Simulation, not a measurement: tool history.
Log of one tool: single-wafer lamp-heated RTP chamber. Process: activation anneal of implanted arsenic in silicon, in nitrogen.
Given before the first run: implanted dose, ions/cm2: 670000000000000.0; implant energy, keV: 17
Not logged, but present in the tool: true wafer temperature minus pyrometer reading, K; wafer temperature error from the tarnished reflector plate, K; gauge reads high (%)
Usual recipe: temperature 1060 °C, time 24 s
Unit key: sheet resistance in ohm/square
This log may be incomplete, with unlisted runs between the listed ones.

run     day  temperature  time  wafers since the last listed run  wafers since the last pyrometer calibration  wafers since the reflector plate was cleaned  hours since the gauge calibration  read-back reference wafer on the same gauge, sheet resistance  sheet resistance
  1       0         1084    24                                 0                                          959                                          1954                              713.1                                                          147.4             149.4
  2   2.079         1060    24                               819                                         1779                                          2774                                763                                                         147.57            153.94
  3   4.688         1060    24                              1028                                         2808                                          3802                              825.6                                                         147.77            154.85
  4   7.075         1060    24                               941                                         3749                                          4744                              882.9                                                          147.9            154.55
  5   9.608         1060    24                               999                                         4748                                          5743                              943.7                                                         148.44            154.76
  6  12.262         1060    24                              1046                                         5795                                          6790                             1007.4                                                         148.37             155.9
  7  14.062         1078    24                               709                                         6505                                          7499                             1050.6                                                         148.39            152.59
     16.112  -- pyrometer window cleaned and pyrometer calibrated
  8  16.912         1078    24                               992                                          315                                          8492                               1119                                                         148.79            152.64
     18.442  -- reflector plate cleaned
  9  23.525         1060    24                              2476                                         2791                                          2004                             1277.7                                                         149.45             157.3
 10  25.433         1060    24                               752                                         3543                                          2757                             1323.5                                                         149.42            157.37
 11  26.583         1060    24                               453                                         3997                                          3210                             1351.1                                                         149.53            156.83
 12  29.375         1060    24                              1100                                         5098                                          4311                             1418.1                                                         149.76             157.4
 13  31.567         1060    24                               864                                         5962                                          5176                             1470.7                                                         150.25            158.03
       32.5  -- pyrometer window cleaned and pyrometer calibrated
 14  33.033         1060    24                               446                                          209                                          5623                             1505.9                                                         150.23            157.01
 15  35.792         1082    24                              1087                                         1297                                          6710                             1572.1                                                         150.78            153.59
 16  37.221         1060    24                               563                                         1861                                          7274                             1606.4                                                          150.5               159
 17    38.9         1060    20                               662                                         2523                                          7936                             1646.7                                                         150.48            159.91
     39.929  -- reflector plate cleaned
 18  40.821         1060    24                               626                                         3149                                           350                             1692.8                                                         150.85            159.42
 19  42.683         1069    18                               734                                         3884                                          1085                             1737.5                                                         151.22            160.98
     42.738  -- gauge calibrated
 20  44.846         1060    18                               852                                         4736                                          1938                               50.6                                                         145.49            154.59
 21  47.742         1049    32                              1141                                         5878                                          3080                              120.1                                                         145.82            151.85
     49.371  -- pyrometer window cleaned and pyrometer calibrated
 22  49.392         1046    17                               519                                            7                                          3599                              159.7                                                          145.7            160.47
 23  50.762         1060    24                               540                                          548                                          4139                              192.6                                                         145.93            154.76
 24  58.033         1035    36                              2867                                         3415                                          7007                              367.1                                                         146.73            155.09
 25  59.229         1060    24                               471                                         3887                                          7478                              395.8                                                         146.96            154.35
 26  61.321         1051    28                               824                                         4712                                          8303                                446                                                         146.76            154.29
 27  63.854         1060    38                               999                                         5711                                          9302                              506.8                                                         147.21            148.74
     65.079  -- pyrometer window cleaned and pyrometer calibrated
     65.904  -- reflector plate cleaned
 28  65.925         1077    24                               553                                          202                                             7                              556.5                                                         147.31            150.77
 29  66.958         1036    37                               407                                          609                                           415                              581.3                                                         147.17            155.97
 30  68.517         1060    24                               614                                         1224                                          1030                              618.7                                                         147.48            154.94
 31  70.517         1060    24                               788                                         2012                                          1818                              666.7                                                         147.59            154.38
 32  72.562         1060    11                               806                                         2819                                          2625                              715.8                                                         147.94            163.83
 33  75.483         1034    36                              1151                                         3971                                          3777                              785.9                                                         148.16            157.04
 34  76.829         1068    24                               530                                         4502                                          4308                              818.2                                                         148.18            152.77
 35  78.583         1060    24                               691                                         5194                                          4999                              860.3                                                         148.37            155.08

5 ways to go on from here, each from the tool as it stands after run 35. What would each give?
  A  78.6         1049    24                                 6                                         5200                                          5006                              860.7                                                              ?                 ?
  B  78.6         1060    31                                 6                                         5200                                          5006                              860.7                                                              ?                 ?
  C  78.6         1072    37                                 6                                         5200                                          5006                              860.7                                                              ?                 ?
  D  78.6         1080    33                                 6                                         5200                                          5006                              860.7                                                              ?                 ?
  E  78.6         1050    24                                 6                                         5200                                          5006                              860.7                                                              ?                 ?

run  read-back reference wafer on the same gauge, sheet resistance  sheet resistance
  A                                                         148.26            160.17
  B                                                         148.26            154.94
  C                                                         148.26            150.38
  D                                                         148.26            149.78
  E                                                         148.26            159.94
With no hidden state in the tool, these same runs would have given:
run  sheet resistance
  A            156.44
  B            151.33
  C            146.88
  D             146.3
  E            156.21
